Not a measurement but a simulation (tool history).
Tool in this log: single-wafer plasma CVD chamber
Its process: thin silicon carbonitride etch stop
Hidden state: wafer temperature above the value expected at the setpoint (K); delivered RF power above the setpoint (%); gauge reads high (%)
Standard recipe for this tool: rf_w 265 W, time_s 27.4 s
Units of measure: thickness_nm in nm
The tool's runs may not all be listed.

run     day  rf_w  time_s  wafers since the last listed run  hours since the last thermocouple change  hours since the last RF generator calibration  hours since the showerhead was replaced  hours since the gauge calibration  read-back reference wafer on the same gauge, thickness_nm  thickness_nm
  1   0.000   265    27.4                                 0                                    1163.7                                         1011.8                                   8009.0                              877.3                                                     14.820        16.330
  2   1.133   265    27.4                               866                                    1190.9                                         1039.0                                   8036.2                              904.5                                                     14.815        16.408
  3   2.350   265    27.4                               930                                    1220.1                                         1068.2                                   8065.4                              933.7                                                     14.783        16.361
  4   3.000   305    27.4                               497                                    1235.7                                         1083.8                                   8081.0                              949.3                                                     14.807        17.078
  5   4.225   305    27.4                               936                                    1265.1                                         1113.2                                   8110.4                              978.7                                                     14.814        17.118
  6   5.671   265    27.4                              1105                                    1299.8                                         1147.9                                   8145.1                             1013.4                                                     14.777        16.366
  7   6.179   265    27.4                               388                                    1312.0                                         1160.1                                   8157.3                             1025.6                                                     14.827        16.336
      8.304  -- gauge calibrated
      9.129  -- RF generator calibrated
  8  10.308   255    27.4                              2903                                    1411.1                                           28.3                                   8256.4                               48.1                                                     14.807        16.399
  9  11.371   255    27.4                               812                                    1436.6                                           53.8                                   8281.9                               73.6                                                     14.812        16.271
     11.788  -- thermocouple changed; heater temperature recalibrated
     12.496  -- showerhead replaced, of another model than before
 10  14.625   265    27.4                              1979                                      68.1                                          131.9                                     51.1                              151.7                                                     14.786        16.463
 11  15.279   265    29.5                               500                                      83.8                                          147.6                                     66.8                              167.4                                                     14.782        17.753
 12  15.833   265    29.5                               423                                      97.1                                          160.9                                     80.1                              180.7                                                     14.776        17.778
 13  16.983   265    27.4                               879                                     124.7                                          188.5                                    107.7                              208.3                                                     14.806        16.534
 14  17.925   315    25.3                               720                                     147.3                                          211.1                                    130.3                              230.9                                                     14.815        16.516
 15  18.954   315    23.6                               787                                     172.0                                          235.8                                    155.0                              255.6                                                     14.810        15.411
 16  19.842   265    27.4                               678                                     193.3                                          257.1                                    176.3                              276.9                                                     14.830        16.522
 17  21.742   215    30.2                              1453                                     238.9                                          302.7                                    221.9                              322.5                                                     14.786        16.321
 18  22.996   290    22.9                               959                                     269.0                                          332.8                                    252.0                              352.6                                                     14.837        14.267
 19  23.762   310    27.4                               586                                     287.4                                          351.2                                    270.4                              371.0                                                     14.776        17.515
 20  24.900   245    31.0                               870                                     314.7                                          378.5                                    297.7                              398.3                                                     14.761        18.069
 21  25.817   315    25.3                               701                                     336.7                                          400.5                                    319.7                              420.3                                                     14.781        16.381
 22  27.312   250    27.4                              1144                                     372.6                                          436.4                                    355.6                              456.2                                                     14.775        16.154
 23  27.862   290    25.1                               420                                     385.8                                          449.6                                    368.8                              469.4                                                     14.826        15.590
 24  28.571   265    31.2                               541                                     402.8                                          466.6                                    385.8                              486.4                                                     14.787        18.734
 25  29.150   305    29.2                               442                                     416.7                                          480.5                                    399.7                              500.3                                                     14.759        18.715
 26  30.262   285    32.4                               850                                     443.4                                          507.2                                    426.4                              527.0                                                     14.786        20.080
 27  31.717   300    27.4                              1112                                     478.3                                          542.1                                    461.3                              561.9                                                     14.785        17.220
 28  32.912   215    27.4                               914                                     507.0                                          570.8                                    490.0                              590.6                                                     14.814        14.864
 29  33.483   220    22.8                               436                                     520.7                                          584.5                                    503.7                              604.3                                                     14.829        12.499
 30  34.946   295    24.1                              1118                                     555.8                                          619.6                                    538.8                              639.4                                                     14.810        15.189
 31  36.121   300    22.9                               898                                     584.0                                          647.8                                    567.0                              667.6                                                     14.814        14.378
 32  37.604   265    27.4                              1134                                     619.6                                          683.4                                    602.6                              703.2                                                     14.807        16.452
 33  38.200   265    27.4                               455                                     633.9                                          697.7                                    616.9                              717.5                                                     14.775        16.307
 34  39.592   230    32.1                              1064                                     667.3                                          731.1                                    650.3                              750.9                                                     14.829        17.908
 35  40.233   285    27.4                               490                                     682.7                                          746.5                                    665.7                              766.3                                                     14.818        17.004
 36  41.483   265    27.4                               956                                     712.7                                          776.5                                    695.7                              796.3                                                     14.806        16.297

Forecast each of these 3 alternatives for the next run:
  A  41.500   265    27.4                                12                                     713.1                                          776.9                                    696.1                              796.7                                                          ?             ?
  B  41.500   310    31.3                                12                                     713.1                                          776.9                                    696.1                              796.7                                                          ?             ?
  C  41.500   265    23.5                                12                                     713.1                                          776.9                                    696.1                              796.7                                                          ?             ?

run  read-back reference wafer on the same gauge, thickness_nm  thickness_nm
  A                                                     14.795        16.322
  B                                                     14.795        19.946
  C                                                     14.795        13.998
Stripped of hidden state, with their random variation kept, the same runs would have yielded:
run  thickness_nm
  A        16.612
  B        20.301
  C        14.247
